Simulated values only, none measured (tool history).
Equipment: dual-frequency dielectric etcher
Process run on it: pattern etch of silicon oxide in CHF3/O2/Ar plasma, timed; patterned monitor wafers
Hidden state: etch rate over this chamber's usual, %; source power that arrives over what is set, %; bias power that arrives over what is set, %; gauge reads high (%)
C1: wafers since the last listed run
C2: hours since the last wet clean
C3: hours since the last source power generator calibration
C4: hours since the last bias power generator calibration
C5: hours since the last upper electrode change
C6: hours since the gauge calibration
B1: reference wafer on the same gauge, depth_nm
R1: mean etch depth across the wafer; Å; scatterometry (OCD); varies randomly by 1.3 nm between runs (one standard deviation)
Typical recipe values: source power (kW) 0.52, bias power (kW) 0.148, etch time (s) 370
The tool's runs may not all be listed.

{"run": 1, "hour": 0.0, "source power (kW)": 0.52, "bias power (kW)": 0.148, "etch time (s)": 370, "C1": 0, "C2": 497.7, "C3": 2234.2, "C4": 1755.6, "C5": 4066.8, "C6": 1087.3, "B1": 629, "R1": 5973}
{"hour": 3.5, "done": "wet clean of the chamber"}
{"run": 2, "hour": 106.9, "source power (kW)": 0.52, "bias power (kW)": 0.148, "etch time (s)": 370, "C1": 459, "C2": 103.4, "C3": 2341.1, "C4": 1862.5, "C5": 4173.7, "C6": 1194.2, "B1": 628.6, "R1": 5974}
{"run": 3, "hour": 210.4, "source power (kW)": 0.52, "bias power (kW)": 0.148, "etch time (s)": 370, "C1": 459, "C2": 206.9, "C3": 2444.6, "C4": 1966, "C5": 4277.2, "C6": 1297.7, "B1": 628.8, "R1": 5981}
{"run": 4, "hour": 306.1, "source power (kW)": 0.52, "bias power (kW)": 0.148, "etch time (s)": 370, "C1": 424, "C2": 302.6, "C3": 2540.3, "C4": 2061.7, "C5": 4372.9, "C6": 1393.4, "B1": 628.6, "R1": 5974}
{"run": 5, "hour": 402.8, "source power (kW)": 0.52, "bias power (kW)": 0.148, "etch time (s)": 370, "C1": 429, "C2": 399.3, "C3": 2637, "C4": 2158.4, "C5": 4469.6, "C6": 1490.1, "B1": 629.7, "R1": 5984}
{"run": 6, "hour": 491.7, "source power (kW)": 0.45, "bias power (kW)": 0.148, "etch time (s)": 435, "C1": 394, "C2": 488.2, "C3": 2725.9, "C4": 2247.3, "C5": 4558.5, "C6": 1579, "B1": 628.8, "R1": 6544}
{"hour": 549.7, "done": "wet clean of the chamber"}
{"run": 7, "hour": 550.2, "source power (kW)": 0.45, "bias power (kW)": 0.148, "etch time (s)": 435, "C1": 153, "C2": 0.5, "C3": 2784.4, "C4": 2305.8, "C5": 4617, "C6": 1637.5, "B1": 629.7, "R1": 6558}
{"run": 8, "hour": 638.1, "source power (kW)": 0.45, "bias power (kW)": 0.148, "etch time (s)": 435, "C1": 390, "C2": 88.4, "C3": 2872.3, "C4": 2393.7, "C5": 4704.9, "C6": 1725.4, "B1": 629.3, "R1": 6514}
{"run": 9, "hour": 685.8, "source power (kW)": 0.52, "bias power (kW)": 0.148, "etch time (s)": 370, "C1": 211, "C2": 136.1, "C3": 2920, "C4": 2441.4, "C5": 4752.6, "C6": 1773.1, "B1": 629.6, "R1": 5993}
{"run": 10, "hour": 765.7, "source power (kW)": 0.52, "bias power (kW)": 0.148, "etch time (s)": 370, "C1": 354, "C2": 216, "C3": 2999.9, "C4": 2521.3, "C5": 4832.5, "C6": 1853, "B1": 628.7, "R1": 5954}
{"hour": 826.6, "done": "source power generator calibrated"}
{"run": 11, "hour": 848.7, "source power (kW)": 0.52, "bias power (kW)": 0.148, "etch time (s)": 370, "C1": 350, "C2": 299, "C3": 22.1, "C4": 2604.3, "C5": 4915.5, "C6": 1936, "B1": 629.4, "R1": 5950}
{"run": 12, "hour": 912.4, "source power (kW)": 0.52, "bias power (kW)": 0.13, "etch time (s)": 400.5, "C1": 282, "C2": 362.7, "C3": 85.8, "C4": 2668, "C5": 4979.2, "C6": 1999.7, "B1": 628.8, "R1": 6144}
{"hour": 992.0, "done": "wet clean of the chamber"}
{"run": 13, "hour": 1000.0, "source power (kW)": 0.52, "bias power (kW)": 0.13, "etch time (s)": 400.5, "C1": 282, "C2": 8, "C3": 173.4, "C4": 2755.6, "C5": 5066.8, "C6": 2087.3, "B1": 629.2, "R1": 6159}
{"run": 14, "hour": 1085.3, "source power (kW)": 0.52, "bias power (kW)": 0.13, "etch time (s)": 400.5, "C1": 378, "C2": 93.3, "C3": 258.7, "C4": 2840.9, "C5": 5152.1, "C6": 2172.6, "B1": 629, "R1": 6140}
{"run": 15, "hour": 1137.4, "source power (kW)": 0.52, "bias power (kW)": 0.148, "etch time (s)": 370, "C1": 231, "C2": 145.4, "C3": 310.8, "C4": 2893, "C5": 5204.2, "C6": 2224.7, "B1": 628.8, "R1": 5940}
{"run": 16, "hour": 1204.7, "source power (kW)": 0.52, "bias power (kW)": 0.148, "etch time (s)": 370, "C1": 298, "C2": 212.7, "C3": 378.1, "C4": 2960.3, "C5": 5271.5, "C6": 2292, "B1": 629.4, "R1": 5974}
{"hour": 1251.8, "done": "upper electrode replaced"}
{"run": 17, "hour": 1288.0, "source power (kW)": 0.6, "bias power (kW)": 0.148, "etch time (s)": 370, "C1": 263, "C2": 296, "C3": 461.4, "C4": 3043.6, "C5": 36.2, "C6": 2375.3, "B1": 629.7, "R1": 6390}
{"run": 18, "hour": 1374.6, "source power (kW)": 0.52, "bias power (kW)": 0.132, "etch time (s)": 431, "C1": 384, "C2": 382.6, "C3": 548, "C4": 3130.2, "C5": 122.8, "C6": 2461.9, "B1": 628.6, "R1": 6648}
{"run": 19, "hour": 1447.9, "source power (kW)": 0.65, "bias power (kW)": 0.167, "etch time (s)": 454, "C1": 325, "C2": 455.9, "C3": 621.3, "C4": 3203.5, "C5": 196.1, "C6": 2535.2, "B1": 629.5, "R1": 8513}
{"hour": 1503.7, "done": "wet clean of the chamber"}
{"run": 20, "hour": 1506.7, "source power (kW)": 0.48, "bias power (kW)": 0.175, "etch time (s)": 370, "C1": 154, "C2": 3, "C3": 680.1, "C4": 3262.3, "C5": 254.9, "C6": 2594, "B1": 628.9, "R1": 6148}
{"hour": 1653.7, "done": "gauge calibrated"}
{"run": 21, "hour": 1825.6, "source power (kW)": 0.62, "bias power (kW)": 0.113, "etch time (s)": 273.5, "C1": 1415, "C2": 321.9, "C3": 999, "C4": 3581.2, "C5": 573.8, "C6": 171.9, "B1": 628.7, "R1": 4321}
{"hour": 1881.5, "done": "bias power generator calibrated"}
{"run": 22, "hour": 1915.5, "source power (kW)": 0.52, "bias power (kW)": 0.177, "etch time (s)": 370, "C1": 381, "C2": 411.8, "C3": 1088.9, "C4": 34, "C5": 663.7, "C6": 261.8, "B1": 628.9, "R1": 6435}
{"run": 23, "hour": 1958.3, "source power (kW)": 0.52, "bias power (kW)": 0.148, "etch time (s)": 370, "C1": 189, "C2": 454.6, "C3": 1131.7, "C4": 76.8, "C5": 706.5, "C6": 304.6, "B1": 629.3, "R1": 5946}
{"hour": 2011.3, "done": "wet clean of the chamber"}
{"run": 24, "hour": 2041.4, "source power (kW)": 0.56, "bias power (kW)": 0.122, "etch time (s)": 291, "C1": 262, "C2": 30.1, "C3": 1214.8, "C4": 159.9, "C5": 789.6, "C6": 387.7, "B1": 628.8, "R1": 4513}
{"run": 25, "hour": 2140.9, "source power (kW)": 0.52, "bias power (kW)": 0.148, "etch time (s)": 370, "C1": 441, "C2": 129.6, "C3": 1314.3, "C4": 259.4, "C5": 889.1, "C6": 487.2, "B1": 629, "R1": 5986}
{"run": 26, "hour": 2190.3, "source power (kW)": 0.52, "bias power (kW)": 0.174, "etch time (s)": 370, "C1": 219, "C2": 179, "C3": 1363.7, "C4": 308.8, "C5": 938.5, "C6": 536.6, "B1": 628.8, "R1": 6385}
{"run": 27, "hour": 2258.7, "source power (kW)": 0.55, "bias power (kW)": 0.17, "etch time (s)": 341, "C1": 303, "C2": 247.4, "C3": 1432.1, "C4": 377.2, "C5": 1006.9, "C6": 605, "B1": 629.8, "R1": 5968}
{"run": 28, "hour": 2340.1, "source power (kW)": 0.62, "bias power (kW)": 0.173, "etch time (s)": 304, "C1": 361, "C2": 328.8, "C3": 1513.5, "C4": 458.6, "C5": 1088.3, "C6": 686.4, "B1": 629, "R1": 5673}
{"run": 29, "hour": 2427.4, "source power (kW)": 0.43, "bias power (kW)": 0.148, "etch time (s)": 336, "C1": 387, "C2": 416.1, "C3": 1600.8, "C4": 545.9, "C5": 1175.6, "C6": 773.7, "B1": 628.9, "R1": 4946}

Below are 4 alternative next runs, each starting from the tool's condition after run 29. Predict each:
{"run": "A", "hour": 2427.9, "source power (kW)": 0.65, "bias power (kW)": 0.148, "etch time (s)": 370, "C1": 2, "C2": 416.6, "C3": 1601.3, "C4": 546.4, "C5": 1176.1, "C6": 774.2, "B1": "?", "R1": "?"}
{"run": "B", "hour": 2427.9, "source power (kW)": 0.48, "bias power (kW)": 0.174, "etch time (s)": 273, "C1": 2, "C2": 416.6, "C3": 1601.3, "C4": 546.4, "C5": 1176.1, "C6": 774.2, "B1": "?", "R1": "?"}
{"run": "C", "hour": 2427.9, "source power (kW)": 0.44, "bias power (kW)": 0.148, "etch time (s)": 370, "C1": 2, "C2": 416.6, "C3": 1601.3, "C4": 546.4, "C5": 1176.1, "C6": 774.2, "B1": "?", "R1": "?"}
{"run": "D", "hour": 2427.9, "source power (kW)": 0.58, "bias power (kW)": 0.132, "etch time (s)": 266, "C1": 2, "C2": 416.6, "C3": 1601.3, "C4": 546.4, "C5": 1176.1, "C6": 774.2, "B1": "?", "R1": "?"}

run=A B1=628.8 R1=6637
run=B B1=628.8 R1=4530
run=C B1=628.8 R1=5507
run=D B1=628.8 R1=4325
With the hidden condition removed and each run's random variation left untouched, the same runs would have given:
run=A R1=6637
run=B R1=4530
run=C R1=5507
run=D R1=4325
